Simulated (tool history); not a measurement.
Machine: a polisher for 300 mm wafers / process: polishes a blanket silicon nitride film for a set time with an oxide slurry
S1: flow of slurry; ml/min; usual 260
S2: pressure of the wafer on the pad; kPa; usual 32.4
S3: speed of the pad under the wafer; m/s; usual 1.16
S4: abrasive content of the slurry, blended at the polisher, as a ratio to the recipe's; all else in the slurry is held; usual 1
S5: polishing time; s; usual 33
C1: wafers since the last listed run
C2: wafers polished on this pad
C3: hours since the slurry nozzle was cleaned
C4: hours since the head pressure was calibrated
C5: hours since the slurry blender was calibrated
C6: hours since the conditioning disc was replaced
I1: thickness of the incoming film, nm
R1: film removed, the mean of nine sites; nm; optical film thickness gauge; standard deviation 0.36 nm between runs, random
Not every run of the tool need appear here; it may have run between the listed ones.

{"run": 1, "hour": 0.0, "S1": 260, "S2": 32.4, "S3": 1.16, "S4": 1, "S5": 33, "C1": 0, "C2": 1499, "C3": 527.8, "C4": 421.3, "C5": 501.4, "C6": 225.5, "I1": 311.4, "R1": 28.2}
{"hour": 40.3, "done": "slurry blender recalibrated"}
{"run": 2, "hour": 68.7, "S1": 260, "S2": 37.2, "S3": 1.16, "S4": 1, "S5": 33, "C1": 626, "C2": 2125, "C3": 596.5, "C4": 490, "C5": 28.4, "C6": 294.2, "I1": 304, "R1": 34.6}
{"run": 3, "hour": 110.4, "S1": 315, "S2": 32.4, "S3": 1.16, "S4": 1, "S5": 33, "C1": 391, "C2": 2517, "C3": 638.2, "C4": 531.7, "C5": 70.1, "C6": 335.9, "I1": 308.8, "R1": 31}
{"hour": 123.3, "done": "worn pad replaced by a new one"}
{"run": 4, "hour": 141.1, "S1": 315, "S2": 32.4, "S3": 1.16, "S4": 1, "S5": 33, "C1": 250, "C2": 166, "C3": 668.9, "C4": 562.4, "C5": 100.8, "C6": 366.6, "I1": 314.4, "R1": 30.7}
{"run": 5, "hour": 203.1, "S1": 260, "S2": 32.4, "S3": 1.16, "S4": 1, "S5": 33, "C1": 582, "C2": 749, "C3": 730.9, "C4": 624.4, "C5": 162.8, "C6": 428.6, "I1": 310.3, "R1": 30.4}
{"hour": 221.4, "done": "conditioning disc replaced and pad reconditioned"}
{"run": 6, "hour": 238.5, "S1": 260, "S2": 32.4, "S3": 1.16, "S4": 1, "S5": 33, "C1": 313, "C2": 1063, "C3": 766.3, "C4": 659.8, "C5": 198.2, "C6": 17.1, "I1": 311.5, "R1": 29.8}
{"hour": 261.4, "done": "head pressure recalibrated"}
{"hour": 275.3, "done": "slurry nozzle cleaned"}
{"run": 7, "hour": 300.6, "S1": 260, "S2": 39.3, "S3": 1.16, "S4": 1, "S5": 33, "C1": 555, "C2": 1618, "C3": 25.3, "C4": 39.2, "C5": 260.3, "C6": 79.2, "I1": 306.5, "R1": 35.3}
{"hour": 370.9, "done": "worn pad replaced by a new one"}
{"run": 8, "hour": 371.4, "S1": 260, "S2": 24.1, "S3": 1.16, "S4": 1, "S5": 33, "C1": 627, "C2": 4, "C3": 96.1, "C4": 110, "C5": 331.1, "C6": 150, "I1": 311.6, "R1": 22.2}
{"run": 9, "hour": 408.4, "S1": 260, "S2": 24.1, "S3": 1.16, "S4": 1, "S5": 33, "C1": 347, "C2": 352, "C3": 133.1, "C4": 147, "C5": 368.1, "C6": 187, "I1": 312.5, "R1": 22.1}
{"run": 10, "hour": 437.7, "S1": 260, "S2": 29, "S3": 1.16, "S4": 1, "S5": 33, "C1": 275, "C2": 627, "C3": 162.4, "C4": 176.3, "C5": 397.4, "C6": 216.3, "I1": 314.2, "R1": 25.5}
{"run": 11, "hour": 467.4, "S1": 170, "S2": 32.4, "S3": 1.16, "S4": 1, "S5": 33, "C1": 279, "C2": 906, "C3": 192.1, "C4": 206, "C5": 427.1, "C6": 246, "I1": 316.4, "R1": 26.7}
{"hour": 499.7, "done": "slurry blender recalibrated"}
{"run": 12, "hour": 502.8, "S1": 340, "S2": 32.4, "S3": 0.94, "S4": 0.85, "S5": 33, "C1": 313, "C2": 1220, "C3": 227.5, "C4": 241.4, "C5": 3.1, "C6": 281.4, "I1": 308.6, "R1": 24.2}
{"run": 13, "hour": 552.3, "S1": 305, "S2": 32.4, "S3": 1.16, "S4": 1, "S5": 33, "C1": 465, "C2": 1685, "C3": 277, "C4": 290.9, "C5": 52.6, "C6": 330.9, "I1": 308.1, "R1": 30.6}
{"run": 14, "hour": 597.3, "S1": 260, "S2": 32.4, "S3": 1.16, "S4": 1, "S5": 33, "C1": 422, "C2": 2108, "C3": 322, "C4": 335.9, "C5": 97.6, "C6": 375.9, "I1": 310.2, "R1": 30}
{"hour": 625.1, "done": "worn pad replaced by a new one"}
{"hour": 639.4, "done": "conditioning disc replaced and pad reconditioned"}
{"run": 15, "hour": 639.9, "S1": 260, "S2": 32.4, "S3": 1.16, "S4": 1.2, "S5": 33, "C1": 343, "C2": 120, "C3": 364.6, "C4": 378.5, "C5": 140.2, "C6": 0.5, "I1": 310, "R1": 34.2}
{"run": 16, "hour": 709.2, "S1": 260, "S2": 24.1, "S3": 1.16, "S4": 1, "S5": 22, "C1": 651, "C2": 771, "C3": 433.9, "C4": 447.8, "C5": 209.5, "C6": 69.8, "I1": 312.2, "R1": 14.9}
{"run": 17, "hour": 743.2, "S1": 260, "S2": 26.9, "S3": 0.96, "S4": 0.8, "S5": 33, "C1": 319, "C2": 1091, "C3": 467.9, "C4": 481.8, "C5": 243.5, "C6": 103.8, "I1": 304.3, "R1": 17.6}
{"run": 18, "hour": 787.6, "S1": 260, "S2": 32.4, "S3": 1.16, "S4": 1.3, "S5": 33, "C1": 417, "C2": 1508, "C3": 512.3, "C4": 526.2, "C5": 287.9, "C6": 148.2, "I1": 309.9, "R1": 34.6}
{"run": 19, "hour": 861.2, "S1": 315, "S2": 32.4, "S3": 1.16, "S4": 1, "S5": 33, "C1": 691, "C2": 2200, "C3": 585.9, "C4": 599.8, "C5": 361.5, "C6": 221.8, "I1": 306.2, "R1": 29.2}
{"hour": 866.9, "done": "worn pad replaced by a new one"}
{"hour": 905.2, "done": "slurry blender recalibrated"}
{"run": 20, "hour": 906.2, "S1": 210, "S2": 32.4, "S3": 1.16, "S4": 1, "S5": 26, "C1": 366, "C2": 350, "C3": 630.9, "C4": 644.8, "C5": 1, "C6": 266.8, "I1": 312.2, "R1": 23.7}
{"run": 21, "hour": 940.7, "S1": 300, "S2": 38.6, "S3": 1.16, "S4": 1, "S5": 33, "C1": 324, "C2": 674, "C3": 665.4, "C4": 679.3, "C5": 35.5, "C6": 301.3, "I1": 305.9, "R1": 36.4}
{"run": 22, "hour": 993.7, "S1": 260, "S2": 39.3, "S3": 1.16, "S4": 1, "S5": 33, "C1": 498, "C2": 1172, "C3": 718.4, "C4": 732.3, "C5": 88.5, "C6": 354.3, "I1": 311.3, "R1": 35.1}
{"hour": 1025.2, "done": "slurry nozzle cleaned"}
{"run": 23, "hour": 1059.5, "S1": 260, "S2": 32.4, "S3": 1.46, "S4": 0.8, "S5": 33, "C1": 608, "C2": 1781, "C3": 34.3, "C4": 798.1, "C5": 154.3, "C6": 420.1, "I1": 306.6, "R1": 27.2}
{"hour": 1061.7, "done": "conditioning disc replaced and pad reconditioned"}
{"hour": 1095.8, "done": "worn pad replaced by a new one"}
{"run": 24, "hour": 1097.0, "S1": 260, "S2": 32.4, "S3": 1.16, "S4": 1.15, "S5": 43, "C1": 295, "C2": 11, "C3": 71.8, "C4": 835.6, "C5": 191.8, "C6": 35.3, "I1": 313.8, "R1": 42.5}

Predict each of these 5 candidate next runs independently; none follows another, all start after run 24:
{"run": "A", "hour": 1097.4, "S1": 260, "S2": 32.4, "S3": 1.44, "S4": 1, "S5": 33, "C1": 3, "C2": 14, "C3": 72.2, "C4": 836, "C5": 192.2, "C6": 35.7, "I1": 309.3, "R1": "?"}
{"run": "B", "hour": 1097.4, "S1": 260, "S2": 37.9, "S3": 1.32, "S4": 1.25, "S5": 33, "C1": 3, "C2": 14, "C3": 72.2, "C4": 836, "C5": 192.2, "C6": 35.7, "I1": 309.3, "R1": "?"}
{"run": "C", "hour": 1097.4, "S1": 325, "S2": 37.2, "S3": 1.26, "S4": 1.3, "S5": 33, "C1": 3, "C2": 14, "C3": 72.2, "C4": 836, "C5": 192.2, "C6": 35.7, "I1": 309.3, "R1": "?"}
{"run": "D", "hour": 1097.4, "S1": 260, "S2": 42.1, "S3": 0.84, "S4": 1, "S5": 22, "C1": 3, "C2": 14, "C3": 72.2, "C4": 836, "C5": 192.2, "C6": 35.7, "I1": 309.3, "R1": "?"}
{"run": "E", "hour": 1097.4, "S1": 260, "S2": 32.4, "S3": 1.5, "S4": 1, "S5": 33, "C1": 3, "C2": 14, "C3": 72.2, "C4": 836, "C5": 192.2, "C6": 35.7, "I1": 309.3, "R1": "?"}

run=A R1=34.4
run=B R1=44.1
run=C R1=44.1
run=D R1=21.6
run=E R1=35.2
Take away the tool's hidden state, keep each run's random variation, and the runs would have read:
run=A R1=35.9
run=B R1=45.7
run=C R1=45.6
run=D R1=22.6
run=E R1=36.8
